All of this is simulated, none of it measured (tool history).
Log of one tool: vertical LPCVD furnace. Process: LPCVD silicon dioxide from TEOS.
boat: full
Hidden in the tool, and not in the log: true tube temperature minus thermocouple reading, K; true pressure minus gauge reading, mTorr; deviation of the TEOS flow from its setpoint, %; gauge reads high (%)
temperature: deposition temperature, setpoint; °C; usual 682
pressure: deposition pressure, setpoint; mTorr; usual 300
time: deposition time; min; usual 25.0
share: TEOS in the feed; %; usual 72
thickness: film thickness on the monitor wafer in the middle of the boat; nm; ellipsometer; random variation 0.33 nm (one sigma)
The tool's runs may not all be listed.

run,day,temperature,pressure,time,share,wafers since the last listed run,hours since the last temperature calibration,hours since the pressure gauge was zeroed,hours since the TEOS flow controller was replaced,hours since the gauge calibration,"read-back reference wafer on the same gauge, thickness",thickness
1,0.000,682,300,25.0,72,0,2263.6,1986.9,3362.9,692.4,134.06,125.13
2,2.354,682,300,25.0,72,1117,2320.1,2043.4,3419.4,748.9,134.03,126.75
3,3.875,682,300,25.0,72,721,2356.6,2079.9,3455.9,785.4,134.04,125.29
4,6.433,682,300,25.0,72,1214,2418.0,2141.3,3517.3,846.8,133.96,126.34
5,8.754,678,280,25.0,72,1101,2473.7,2197.0,3573.0,902.5,133.95,110.79
6,11.458,682,300,25.0,72,1283,2538.6,2261.9,3637.9,967.4,134.04,125.78
7,13.225,682,300,25.0,72,838,2581.0,2304.3,3680.3,1009.8,134.05,126.78
# day 14.596: pressure gauge zeroed
# day 15.292: gauge calibrated
8,15.688,682,300,25.0,72,694,2640.1,26.2,3739.4,9.5,133.97,122.52
# day 16.821: TEOS flow controller replaced
9,18.679,682,300,31.5,62,945,2711.9,98.0,44.6,81.3,134.03,142.21
10,20.500,692,300,25.0,72,864,2755.6,141.7,88.3,125.0,133.95,154.99
11,22.362,682,300,25.0,72,883,2800.3,186.4,133.0,169.7,134.13,121.70
12,23.388,678,345,25.0,72,486,2824.9,211.0,157.6,194.3,133.93,119.24
# day 24.779: thermocouples replaced and temperature profile calibrated
13,25.854,671,255,25.0,72,696,25.8,270.2,216.8,253.5,134.07,86.39
14,28.242,682,300,25.0,82,1133,83.1,327.5,274.1,310.8,134.03,130.67
15,30.846,682,300,21.5,72,1235,145.6,390.0,336.6,373.3,134.00,105.06
16,32.312,682,300,25.0,72,696,180.8,425.2,371.8,408.5,134.06,121.75
17,37.275,677,300,25.0,77,2355,299.9,544.3,490.9,527.6,134.03,112.11
18,38.479,671,255,25.0,72,571,328.8,573.2,519.8,556.5,134.01,86.41

Forecast each of these 5 alternatives for the next run:
A,38.646,677,300,25.0,72,79,332.8,577.2,523.8,560.5,?,?
B,38.646,682,300,25.0,58,79,332.8,577.2,523.8,560.5,?,?
C,38.646,682,250,25.0,72,79,332.8,577.2,523.8,560.5,?,?
D,38.646,678,320,31.0,80,79,332.8,577.2,523.8,560.5,?,?
E,38.646,682,270,25.0,72,79,332.8,577.2,523.8,560.5,?,?

run,"read-back reference wafer on the same gauge, thickness",thickness
A,133.96,108.56
B,133.96,110.02
C,133.96,111.93
D,133.96,150.16
E,133.96,116.30
Without the tool's hidden state the same runs would have given:
run,thickness
A,108.44
B,109.89
C,111.77
D,150.00
E,116.15
